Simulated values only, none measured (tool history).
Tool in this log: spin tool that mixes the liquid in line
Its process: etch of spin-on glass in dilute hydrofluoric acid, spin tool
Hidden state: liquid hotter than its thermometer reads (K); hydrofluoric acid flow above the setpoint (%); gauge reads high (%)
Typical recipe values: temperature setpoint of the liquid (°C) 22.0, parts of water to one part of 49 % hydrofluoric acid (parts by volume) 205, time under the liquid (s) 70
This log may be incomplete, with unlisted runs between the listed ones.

run   hour  temperature setpoint of the liquid (°C)  parts of water to one part of 49 % hydrofluoric acid (parts by volume)  time under the liquid (s)  wafers since the last listed run  hours since the thermometer was replaced  hours since the hydrofluoric acid flow meter was replaced  hours since the gauge calibration  read-back film thickness of the spin-on glass reference wafer, read on the same gauge (nm)  thickness taken off the spin-on glass on a monitor wafer (nm)
  1    0.0                                     22.0                                                                     205                         70                                 0                                    1169.8                                                     1624.7                              517.2                                                                                      100.02                                                          13.69
  2   32.3                                     22.0                                                                     205                         70                               457                                    1202.1                                                     1657.0                              549.5                                                                                       99.99                                                          13.73
  3   53.7                                     22.0                                                                     205                         85                               302                                    1223.5                                                     1678.4                              570.9                                                                                      100.01                                                          16.65
  4   84.0                                     22.0                                                                     205                         85                               428                                    1253.8                                                     1708.7                              601.2                                                                                      100.00                                                          16.59
  5   98.6                                     22.0                                                                     205                         85                               206                                    1268.4                                                     1723.3                              615.8                                                                                      100.00                                                          16.60
  6  124.6                                     22.0                                                                     205                         70                               367                                    1294.4                                                     1749.3                              641.8                                                                                      100.00                                                          13.68
  7  157.2                                     24.5                                                                     205                         70                               461                                    1327.0                                                     1781.9                              674.4                                                                                       99.99                                                          15.08
  8  175.6                                     24.5                                                                     205                         70                               260                                    1345.4                                                     1800.3                              692.8                                                                                       99.97                                                          15.08
  9  202.1                                     20.5                                                                     205                         70                               374                                    1371.9                                                     1826.8                              719.3                                                                                      100.01                                                          13.03
 10  219.9                                     20.5                                                                     205                         70                               251                                    1389.7                                                     1844.6                              737.1                                                                                      100.00                                                          13.08
 11  253.9                                     20.5                                                                     205                         70                               481                                    1423.7                                                     1878.6                              771.1                                                                                       99.99                                                          13.07
 12  272.5                                     22.0                                                                     205                         70                               263                                    1442.3                                                     1897.2                              789.7                                                                                       99.99                                                          13.84
 13  295.9                                     24.5                                                                     165                         70                               331                                    1465.7                                                     1920.6                              813.1                                                                                       99.99                                                          19.82
 14  323.5                                     24.5                                                                     165                         70                               390                                    1493.3                                                     1948.2                              840.7                                                                                       99.99                                                          19.84
 15  351.3                                     24.5                                                                     165                         70                               393                                    1521.1                                                     1976.0                              868.5                                                                                      100.00                                                          19.67
 16  385.2                                     22.0                                                                     205                         55                               479                                    1555.0                                                     2009.9                              902.4                                                                                      100.04                                                          10.89
 17  416.3                                     22.0                                                                     205                         70                               440                                    1586.1                                                     2041.0                              933.5                                                                                      100.05                                                          13.76
 18  443.0                                     18.0                                                                     285                         35                               377                                    1612.8                                                     2067.7                              960.2                                                                                       99.97                                                           4.01
 19  455.0                                     24.5                                                                     165                         70                               169                                    1624.8                                                     2079.7                              972.2                                                                                      100.03                                                          19.75
     484.7  -- gauge calibrated
 20  488.9                                     22.0                                                                     205                        105                               479                                    1658.7                                                     2113.6                                4.2                                                                                      100.00                                                          20.86
     511.2  -- thermometer replaced
 21  524.4                                     20.5                                                                     235                         85                               488                                      13.2                                                     2149.1                               39.7                                                                                      100.00                                                          12.83
     536.1  -- hydrofluoric acid flow meter replaced
 22  557.0                                     25.0                                                                     165                         70                               447                                      45.8                                                       20.9                               72.3                                                                                      100.01                                                          19.27
 23  590.9                                     24.0                                                                     205                         70                               479                                      79.7                                                       54.8                              106.2                                                                                      100.03                                                          14.11
 24  611.7                                     22.0                                                                     205                         70                               294                                     100.5                                                       75.6                              127.0                                                                                      100.01                                                          13.24
 25  625.1                                     23.5                                                                     205                         70                               189                                     113.9                                                       89.0                              140.4                                                                                       99.98                                                          14.02
 26  646.5                                     22.0                                                                     205                         70                               302                                     135.3                                                      110.4                              161.8                                                                                      100.00                                                          13.38
 27  669.7                                     17.0                                                                     205                         70                               328                                     158.5                                                      133.6                              185.0                                                                                      100.00                                                          10.90
 28  685.8                                     25.5                                                                     130                         35                               227                                     174.6                                                      149.7                              201.1                                                                                      100.02                                                          12.89
 29  710.1                                     24.5                                                                     165                         70                               343                                     198.9                                                      174.0                              225.4                                                                                       99.98                                                          18.90
 30  742.4                                     22.0                                                                     295                         30                               457                                     231.2                                                      206.3                              257.7                                                                                      100.05                                                           3.63
 31  759.9                                     23.5                                                                     135                         50                               247                                     248.7                                                      223.8                              275.2                                                                                       99.98                                                          16.37
 32  775.5                                     23.5                                                                     205                         70                               220                                     264.3                                                      239.4                              290.8                                                                                       99.97                                                          14.13
 33  791.1                                     22.0                                                                     265                         70                               220                                     279.9                                                      255.0                              306.4                                                                                      100.03                                                           9.71
 34  819.7                                     22.0                                                                     205                         70                               404                                     308.5                                                      283.6                              335.0                                                                                      100.05                                                          13.34
 35  851.2                                     24.5                                                                     165                         70                               445                                     340.0                                                      315.1                              366.5                                                                                       99.97                                                          18.98

What was the tool's hidden state at every run in the log?
hydrofluoric acid flow above the setpoint (%): 0 at every run
gauge reads high (%): 0 at every run
H1: liquid hotter than its thermometer reads (K)
run     H1
  1    1.1
  2   1.13
  3   1.15
  4   1.18
  5   1.19
  6   1.21
  7   1.24
  8   1.26
  9   1.28
 10    1.3
 11   1.33
 12   1.34
 13   1.37
 14   1.39
 15   1.41
 16   1.44
 17   1.47
 18   1.49
 19   1.51
 20   1.54
 21  0.114
 22  0.143
 23  0.173
 24  0.191
 25  0.203
 26  0.221
 27  0.242
 28  0.256
 29  0.277
 30  0.306
 31  0.321
 32  0.335
 33  0.349
 34  0.374
 35  0.402

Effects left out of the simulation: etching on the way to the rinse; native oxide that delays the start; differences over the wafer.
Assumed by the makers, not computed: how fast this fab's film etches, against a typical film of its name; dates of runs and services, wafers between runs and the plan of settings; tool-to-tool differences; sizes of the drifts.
